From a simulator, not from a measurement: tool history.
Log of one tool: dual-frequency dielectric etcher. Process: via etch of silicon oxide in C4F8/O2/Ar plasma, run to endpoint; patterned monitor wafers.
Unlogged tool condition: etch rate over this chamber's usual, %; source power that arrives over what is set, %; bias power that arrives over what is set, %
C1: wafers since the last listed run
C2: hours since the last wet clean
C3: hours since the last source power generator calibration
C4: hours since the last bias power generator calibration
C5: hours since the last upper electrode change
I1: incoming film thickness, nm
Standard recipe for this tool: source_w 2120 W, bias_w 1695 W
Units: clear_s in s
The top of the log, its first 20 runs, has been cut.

{"run": 21, "hour": 467.1, "source_w": 2500, "bias_w": 1334, "C1": 110, "C2": 485.5, "C3": 94.4, "C4": 42.1, "C5": 187.9, "I1": 1518.5, "clear_s": 295}
{"run": 22, "hour": 493.8, "source_w": 2120, "bias_w": 1695, "C1": 209, "C2": 512.2, "C3": 121.1, "C4": 68.8, "C5": 214.6, "I1": 1526.6, "clear_s": 293.3}
{"hour": 523.5, "done": "wet clean of the chamber"}
{"run": 23, "hour": 524.0, "source_w": 2450, "bias_w": 1976, "C1": 48, "C2": 0.5, "C3": 151.3, "C4": 99, "C5": 244.8, "I1": 1519.4, "clear_s": 275.4}
{"run": 24, "hour": 524.4, "source_w": 1900, "bias_w": 1357, "C1": 3, "C2": 0.9, "C3": 151.7, "C4": 99.4, "C5": 245.2, "I1": 1513.2, "clear_s": 331.4}
{"run": 25, "hour": 544.9, "source_w": 2310, "bias_w": 1464, "C1": 161, "C2": 21.4, "C3": 172.2, "C4": 119.9, "C5": 265.7, "I1": 1532.7, "clear_s": 303}
{"run": 26, "hour": 578.9, "source_w": 2120, "bias_w": 1514, "C1": 267, "C2": 55.4, "C3": 206.2, "C4": 153.9, "C5": 299.7, "I1": 1513.2, "clear_s": 311}
{"run": 27, "hour": 604.4, "source_w": 2490, "bias_w": 1998, "C1": 200, "C2": 80.9, "C3": 231.7, "C4": 179.4, "C5": 325.2, "I1": 1520.7, "clear_s": 269.6}
{"run": 28, "hour": 625.4, "source_w": 1690, "bias_w": 1832, "C1": 165, "C2": 101.9, "C3": 252.7, "C4": 200.4, "C5": 346.2, "I1": 1512.4, "clear_s": 316.5}
{"run": 29, "hour": 645.9, "source_w": 2560, "bias_w": 1357, "C1": 161, "C2": 122.4, "C3": 273.2, "C4": 220.9, "C5": 366.7, "I1": 1526, "clear_s": 297.4}
{"run": 30, "hour": 672.5, "source_w": 2560, "bias_w": 1357, "C1": 209, "C2": 149, "C3": 299.8, "C4": 247.5, "C5": 393.3, "I1": 1521.8, "clear_s": 294.2}

What if the next run were any one of these 3? Each begins from the tool's condition after run 30:
{"run": "A", "hour": 673.0, "source_w": 1660, "bias_w": 1695, "C1": 3, "C2": 149.5, "C3": 300.3, "C4": 248, "C5": 393.8, "I1": 1521, "clear_s": "?"}
{"run": "B", "hour": 673.0, "source_w": 2340, "bias_w": 1897, "C1": 3, "C2": 149.5, "C3": 300.3, "C4": 248, "C5": 393.8, "I1": 1521, "clear_s": "?"}
{"run": "C", "hour": 673.0, "source_w": 1780, "bias_w": 1533, "C1": 3, "C2": 149.5, "C3": 300.3, "C4": 248, "C5": 393.8, "I1": 1521, "clear_s": "?"}

run=A clear_s=323.6
run=B clear_s=276.7
run=C clear_s=324.5
Without the tool's hidden state the same runs would have given:
run=A clear_s=328.2
run=B clear_s=280.6
run=C clear_s=329.2

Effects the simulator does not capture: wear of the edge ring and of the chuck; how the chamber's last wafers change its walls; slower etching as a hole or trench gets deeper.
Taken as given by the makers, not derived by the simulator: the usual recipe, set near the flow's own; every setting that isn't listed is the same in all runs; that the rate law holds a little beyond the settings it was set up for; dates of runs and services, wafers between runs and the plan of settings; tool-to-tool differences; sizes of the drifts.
